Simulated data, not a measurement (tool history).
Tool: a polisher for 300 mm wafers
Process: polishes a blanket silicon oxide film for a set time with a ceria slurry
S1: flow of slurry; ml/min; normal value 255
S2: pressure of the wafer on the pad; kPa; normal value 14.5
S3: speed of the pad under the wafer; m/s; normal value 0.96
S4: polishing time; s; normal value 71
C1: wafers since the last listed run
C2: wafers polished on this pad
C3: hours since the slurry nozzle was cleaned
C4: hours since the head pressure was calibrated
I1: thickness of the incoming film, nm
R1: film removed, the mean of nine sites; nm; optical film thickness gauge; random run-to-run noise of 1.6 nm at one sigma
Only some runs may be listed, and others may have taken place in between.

run,hour,S1,S2,S3,S4,C1,C2,C3,C4,I1,R1
1,0.0,255,14.5,0.96,71,0,131,298.3,799.8,1152.8,194.6
# hour 31.4: head pressure recalibrated
2,65.8,255,14.5,0.96,89,912,1044,364.1,34.4,1148.4,245.7
# hour 251.4: slurry nozzle cleaned
3,271.5,255,14.5,0.96,89,2927,3971,20.1,240.1,1184.1,247.3
# hour 311.5: worn pad replaced by a new one
4,313.4,255,14.5,1.08,71,541,26,62.0,282.0,1164.3,217.0
5,347.4,255,14.5,0.96,71,486,512,96.0,316.0,1158.6,197.3
6,373.9,255,14.5,0.96,71,378,891,122.5,342.5,1177.0,197.7
7,562.0,255,14.5,0.96,71,2689,3581,310.6,530.6,1178.2,198.0
8,609.8,210,10.3,0.96,71,683,4265,358.4,578.4,1176.8,137.9
# hour 636.4: worn pad replaced by a new one
9,660.5,210,10.3,0.96,71,667,344,409.1,629.1,1159.4,138.1
# hour 693.4: head pressure recalibrated
10,705.3,210,10.3,0.96,71,612,956,453.9,11.9,1163.9,136.5
11,734.1,255,14.5,0.96,71,411,1368,482.7,40.7,1170.8,195.9
12,780.7,255,14.5,0.96,71,666,2034,529.3,87.3,1183.6,198.1
# hour 796.6: slurry nozzle cleaned
13,936.3,255,14.5,0.96,71,2210,4245,139.7,242.9,1149.0,197.0
14,985.5,215,14.5,0.96,71,703,4948,188.9,292.1,1162.5,192.0
15,1019.3,330,16.5,1.20,71,483,5432,222.7,325.9,1175.5,276.1
# hour 1030.6: worn pad replaced by a new one
16,1059.7,335,14.5,0.68,71,520,415,263.1,366.3,1156.1,154.7
17,1129.2,200,17.2,1.08,71,993,1409,332.6,435.8,1148.4,252.2
18,1179.9,255,14.5,0.96,71,725,2134,383.3,486.5,1188.4,198.0
19,1223.0,255,18.6,0.96,71,616,2750,426.4,529.6,1170.5,253.9
20,1252.9,215,13.1,1.06,81,427,3178,456.3,559.5,1178.7,216.7
# hour 1267.4: slurry nozzle cleaned
21,1314.8,295,18.6,0.96,88,870,4049,47.4,621.4,1177.6,317.9
22,1379.4,255,14.5,0.96,55,923,4972,112.0,686.0,1169.6,153.2
# hour 1431.0: head pressure recalibrated
# hour 1435.0: worn pad replaced by a new one
23,1440.8,255,10.3,0.96,95,792,82,173.4,9.8,1183.8,185.9
24,1507.0,255,14.5,0.96,71,946,1029,239.6,76.0,1189.7,196.7
25,1538.7,255,14.5,0.76,82,453,1482,271.3,107.7,1173.4,188.7
26,1590.5,255,14.5,0.96,71,740,2223,323.1,159.5,1195.4,195.2
27,1746.9,255,12.4,0.96,58,2236,4460,479.5,315.9,1158.1,138.5
28,1772.1,210,14.5,1.18,60,360,4820,504.7,341.1,1185.8,195.4
29,1821.7,175,14.5,0.96,93,709,5529,554.3,390.7,1193.5,246.3

Forecast each of these 5 alternatives for the next run:
A,1822.1,255,14.5,0.96,71,5,5535,554.7,391.1,1162.9,?
B,1822.1,315,10.3,1.12,95,5,5535,554.7,391.1,1162.9,?
C,1822.1,305,17.9,0.96,71,5,5535,554.7,391.1,1162.9,?
D,1822.1,255,14.5,0.72,71,5,5535,554.7,391.1,1162.9,?
E,1822.1,255,17.9,0.96,71,5,5535,554.7,391.1,1162.9,?

run,R1
A,197.4
B,218.1
C,248.5
D,157.9
E,244.5
Without the tool's hidden state the same runs would have given:
run,R1
A,197.4
B,218.1
C,248.5
D,157.9
E,244.5
